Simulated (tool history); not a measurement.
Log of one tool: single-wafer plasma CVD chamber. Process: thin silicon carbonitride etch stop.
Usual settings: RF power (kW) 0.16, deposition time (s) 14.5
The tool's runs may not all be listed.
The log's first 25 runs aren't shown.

run   hour  RF power (kW)  deposition time (s)  read-back reference wafer on the same gauge, thickness_nm  mean film thickness on the monitor wafer (nm)
 26  668.9           0.17                   17                                                      6.227                                          8.221
 27  698.1           0.16                 14.5                                                      6.234                                          6.951
 28    731           0.16                 15.3                                                      6.231                                          7.341
 29  760.2           0.18                 16.9                                                       6.25                                          8.334
 30  778.2           0.16                 14.5                                                      6.244                                          6.981
 31  804.2          0.145                 15.4                                                      6.256                                           7.25
 32  817.5          0.135                 11.9                                                      6.258                                          5.452
 33  853.2          0.175                   13                                                      6.271                                          6.377
 34  882.2           0.14                 17.2                                                      6.268                                          8.083
 35    898           0.17                   17                                                      6.284                                          8.321
 36    922          0.135                 11.7                                                      6.287                                          5.386
 37  944.1           0.19                   13                                                      6.289                                          6.462

3 ways to go on from here, each from the tool as it stands after run 37. What would each give?
  A  944.5           0.16                 14.5                                                          ?                                              ?
  B  944.5           0.16                 13.3                                                          ?                                              ?
  C  944.5           0.19                 15.9                                                          ?                                              ?

run  read-back reference wafer on the same gauge, thickness_nm  mean film thickness on the monitor wafer (nm)
  A                                                      6.287                                          7.013
  B                                                      6.287                                          6.433
  C                                                      6.287                                          8.019
Without the tool's hidden state the same runs would have given:
run  mean film thickness on the monitor wafer (nm)
  A                                          6.868
  B                                          6.299
  C                                          7.853

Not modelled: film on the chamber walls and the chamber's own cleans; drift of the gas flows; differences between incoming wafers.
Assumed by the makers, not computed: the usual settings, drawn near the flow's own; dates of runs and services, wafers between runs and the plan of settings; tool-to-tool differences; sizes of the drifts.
